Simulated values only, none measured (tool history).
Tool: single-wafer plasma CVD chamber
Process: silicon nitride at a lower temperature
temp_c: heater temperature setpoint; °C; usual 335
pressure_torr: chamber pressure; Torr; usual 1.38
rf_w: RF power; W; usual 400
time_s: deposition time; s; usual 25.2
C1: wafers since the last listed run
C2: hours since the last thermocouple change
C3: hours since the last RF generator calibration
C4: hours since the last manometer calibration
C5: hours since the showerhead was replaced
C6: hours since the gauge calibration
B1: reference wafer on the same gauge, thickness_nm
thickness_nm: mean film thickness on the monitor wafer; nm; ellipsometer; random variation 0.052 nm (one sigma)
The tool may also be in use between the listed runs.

{"run": 1, "hour": 0.0, "temp_c": 335, "pressure_torr": 1.38, "rf_w": 400, "time_s": 25.2, "C1": 0, "C2": 1764.1, "C3": 2767.2, "C4": 2036.9, "C5": 7293.7, "C6": 15.1, "B1": 40.589, "thickness_nm": 33.705}
{"run": 2, "hour": 12.0, "temp_c": 335, "pressure_torr": 1.38, "rf_w": 400, "time_s": 23.4, "C1": 301, "C2": 1776.1, "C3": 2779.2, "C4": 2048.9, "C5": 7305.7, "C6": 27.1, "B1": 40.599, "thickness_nm": 31.283}
{"hour": 32.6, "done": "capacitance manometer re-zeroed and calibrated"}
{"run": 3, "hour": 33.1, "temp_c": 335, "pressure_torr": 1.38, "rf_w": 400, "time_s": 23.4, "C1": 329, "C2": 1797.2, "C3": 2800.3, "C4": 0.5, "C5": 7326.8, "C6": 48.2, "B1": 40.587, "thickness_nm": 30.615}
{"hour": 41.3, "done": "thermocouple changed; heater temperature recalibrated"}
{"run": 4, "hour": 41.8, "temp_c": 335, "pressure_torr": 1.38, "rf_w": 360, "time_s": 25.2, "C1": 17, "C2": 0.5, "C3": 2809, "C4": 9.2, "C5": 7335.5, "C6": 56.9, "B1": 40.606, "thickness_nm": 30.357}
{"run": 5, "hour": 67.8, "temp_c": 335, "pressure_torr": 1.38, "rf_w": 360, "time_s": 25.2, "C1": 653, "C2": 26.5, "C3": 2835, "C4": 35.2, "C5": 7361.5, "C6": 82.9, "B1": 40.583, "thickness_nm": 30.364}
{"run": 6, "hour": 81.7, "temp_c": 335, "pressure_torr": 1.38, "rf_w": 360, "time_s": 25.2, "C1": 349, "C2": 40.4, "C3": 2848.9, "C4": 49.1, "C5": 7375.4, "C6": 96.8, "B1": 40.595, "thickness_nm": 30.295}
{"run": 7, "hour": 90.6, "temp_c": 335, "pressure_torr": 1.38, "rf_w": 400, "time_s": 25.2, "C1": 223, "C2": 49.3, "C3": 2857.8, "C4": 58, "C5": 7384.3, "C6": 105.7, "B1": 40.593, "thickness_nm": 33.031}
{"hour": 107.6, "done": "RF generator calibrated"}
{"run": 8, "hour": 108.1, "temp_c": 335, "pressure_torr": 1.28, "rf_w": 400, "time_s": 27.8, "C1": 238, "C2": 66.8, "C3": 0.5, "C4": 75.5, "C5": 7401.8, "C6": 123.2, "B1": 40.589, "thickness_nm": 37.367}
{"run": 9, "hour": 111.4, "temp_c": 335, "pressure_torr": 1.38, "rf_w": 400, "time_s": 25.2, "C1": 82, "C2": 70.1, "C3": 3.8, "C4": 78.8, "C5": 7405.1, "C6": 126.5, "B1": 40.593, "thickness_nm": 34.318}
{"run": 10, "hour": 127.4, "temp_c": 320, "pressure_torr": 1.07, "rf_w": 340, "time_s": 25.2, "C1": 402, "C2": 86.1, "C3": 19.8, "C4": 94.8, "C5": 7421.1, "C6": 142.5, "B1": 40.594, "thickness_nm": 28.72}
{"hour": 146.4, "done": "showerhead replaced"}
{"run": 11, "hour": 146.9, "temp_c": 335, "pressure_torr": 1.38, "rf_w": 340, "time_s": 22.5, "C1": 288, "C2": 105.6, "C3": 39.3, "C4": 114.3, "C5": 0.5, "C6": 162, "B1": 40.582, "thickness_nm": 26.851}
{"run": 12, "hour": 155.6, "temp_c": 335, "pressure_torr": 1.38, "rf_w": 400, "time_s": 25.2, "C1": 218, "C2": 114.3, "C3": 48, "C4": 123, "C5": 9.2, "C6": 170.7, "B1": 40.596, "thickness_nm": 34.259}
{"run": 13, "hour": 175.1, "temp_c": 330, "pressure_torr": 1.62, "rf_w": 400, "time_s": 21, "C1": 490, "C2": 133.8, "C3": 67.5, "C4": 142.5, "C5": 28.7, "C6": 190.2, "B1": 40.599, "thickness_nm": 29.619}
{"run": 14, "hour": 183.1, "temp_c": 344, "pressure_torr": 1.06, "rf_w": 400, "time_s": 29.6, "C1": 201, "C2": 141.8, "C3": 75.5, "C4": 150.5, "C5": 36.7, "C6": 198.2, "B1": 40.594, "thickness_nm": 38.15}
{"run": 15, "hour": 199.8, "temp_c": 335, "pressure_torr": 1.38, "rf_w": 440, "time_s": 23.2, "C1": 419, "C2": 158.5, "C3": 92.2, "C4": 167.2, "C5": 53.4, "C6": 214.9, "B1": 40.59, "thickness_nm": 33.859}
{"run": 16, "hour": 206.5, "temp_c": 328, "pressure_torr": 1.38, "rf_w": 430, "time_s": 25.2, "C1": 168, "C2": 165.2, "C3": 98.9, "C4": 173.9, "C5": 60.1, "C6": 221.6, "B1": 40.603, "thickness_nm": 36.34}
{"run": 17, "hour": 212.6, "temp_c": 320, "pressure_torr": 1.6, "rf_w": 335, "time_s": 20.3, "C1": 153, "C2": 171.3, "C3": 105, "C4": 180, "C5": 66.2, "C6": 227.7, "B1": 40.611, "thickness_nm": 24.78}
{"run": 18, "hour": 218.9, "temp_c": 335, "pressure_torr": 1.38, "rf_w": 460, "time_s": 25.2, "C1": 158, "C2": 177.6, "C3": 111.3, "C4": 186.3, "C5": 72.5, "C6": 234, "B1": 40.612, "thickness_nm": 38.008}
{"run": 19, "hour": 235.0, "temp_c": 335, "pressure_torr": 1.38, "rf_w": 400, "time_s": 27.4, "C1": 404, "C2": 193.7, "C3": 127.4, "C4": 202.4, "C5": 88.6, "C6": 250.1, "B1": 40.575, "thickness_nm": 37.331}
{"run": 20, "hour": 243.2, "temp_c": 330, "pressure_torr": 1.62, "rf_w": 400, "time_s": 21, "C1": 206, "C2": 201.9, "C3": 135.6, "C4": 210.6, "C5": 96.8, "C6": 258.3, "B1": 40.592, "thickness_nm": 29.578}
{"run": 21, "hour": 259.7, "temp_c": 342, "pressure_torr": 1.38, "rf_w": 455, "time_s": 25.2, "C1": 414, "C2": 218.4, "C3": 152.1, "C4": 227.1, "C5": 113.3, "C6": 274.8, "B1": 40.601, "thickness_nm": 37.623}
{"run": 22, "hour": 275.7, "temp_c": 335, "pressure_torr": 1.38, "rf_w": 400, "time_s": 25.2, "C1": 402, "C2": 234.4, "C3": 168.1, "C4": 243.1, "C5": 129.3, "C6": 290.8, "B1": 40.588, "thickness_nm": 34.398}
{"run": 23, "hour": 290.2, "temp_c": 335, "pressure_torr": 1.38, "rf_w": 455, "time_s": 29.3, "C1": 364, "C2": 248.9, "C3": 182.6, "C4": 257.6, "C5": 143.8, "C6": 305.3, "B1": 40.601, "thickness_nm": 43.789}
{"run": 24, "hour": 305.5, "temp_c": 348, "pressure_torr": 1.2, "rf_w": 400, "time_s": 30, "C1": 384, "C2": 264.2, "C3": 197.9, "C4": 272.9, "C5": 159.1, "C6": 320.6, "B1": 40.61, "thickness_nm": 39.468}
{"run": 25, "hour": 318.5, "temp_c": 335, "pressure_torr": 1.25, "rf_w": 330, "time_s": 25.2, "C1": 326, "C2": 277.2, "C3": 210.9, "C4": 285.9, "C5": 172.1, "C6": 333.6, "B1": 40.587, "thickness_nm": 28.688}
{"run": 26, "hour": 335.9, "temp_c": 335, "pressure_torr": 1.38, "rf_w": 350, "time_s": 25.2, "C1": 437, "C2": 294.6, "C3": 228.3, "C4": 303.3, "C5": 189.5, "C6": 351, "B1": 40.588, "thickness_nm": 30.829}
{"run": 27, "hour": 353.3, "temp_c": 335, "pressure_torr": 1.26, "rf_w": 400, "time_s": 25.2, "C1": 437, "C2": 312, "C3": 245.7, "C4": 320.7, "C5": 206.9, "C6": 368.4, "B1": 40.595, "thickness_nm": 33.584}
{"run": 28, "hour": 366.5, "temp_c": 335, "pressure_torr": 1.64, "rf_w": 400, "time_s": 25.2, "C1": 331, "C2": 325.2, "C3": 258.9, "C4": 333.9, "C5": 220.1, "C6": 381.6, "B1": 40.592, "thickness_nm": 35.546}
{"run": 29, "hour": 372.7, "temp_c": 335, "pressure_torr": 1.38, "rf_w": 355, "time_s": 29.9, "C1": 155, "C2": 331.4, "C3": 265.1, "C4": 340.1, "C5": 226.3, "C6": 387.8, "B1": 40.603, "thickness_nm": 36.936}
{"run": 30, "hour": 387.0, "temp_c": 335, "pressure_torr": 1.04, "rf_w": 400, "time_s": 25.2, "C1": 359, "C2": 345.7, "C3": 279.4, "C4": 354.4, "C5": 240.6, "C6": 402.1, "B1": 40.594, "thickness_nm": 32.426}

Forecast each of these 3 alternatives for the next run:
{"run": "A", "hour": 387.4, "temp_c": 335, "pressure_torr": 1.58, "rf_w": 400, "time_s": 25.2, "C1": 10, "C2": 346.1, "C3": 279.8, "C4": 354.8, "C5": 241, "C6": 402.5, "B1": "?", "thickness_nm": "?"}
{"run": "B", "hour": 387.4, "temp_c": 348, "pressure_torr": 1.38, "rf_w": 350, "time_s": 23.2, "C1": 10, "C2": 346.1, "C3": 279.8, "C4": 354.8, "C5": 241, "C6": 402.5, "B1": "?", "thickness_nm": "?"}
{"run": "C", "hour": 387.4, "temp_c": 327, "pressure_torr": 1.05, "rf_w": 475, "time_s": 23.9, "C1": 10, "C2": 346.1, "C3": 279.8, "C4": 354.8, "C5": 241, "C6": 402.5, "B1": "?", "thickness_nm": "?"}

run=A B1=40.585 thickness_nm=35.241
run=B B1=40.585 thickness_nm=28.187
run=C B1=40.585 thickness_nm=35.069
Without the tool's hidden state the same runs would have given:
run=A thickness_nm=35.402
run=B thickness_nm=28.328
run=C thickness_nm=35.2

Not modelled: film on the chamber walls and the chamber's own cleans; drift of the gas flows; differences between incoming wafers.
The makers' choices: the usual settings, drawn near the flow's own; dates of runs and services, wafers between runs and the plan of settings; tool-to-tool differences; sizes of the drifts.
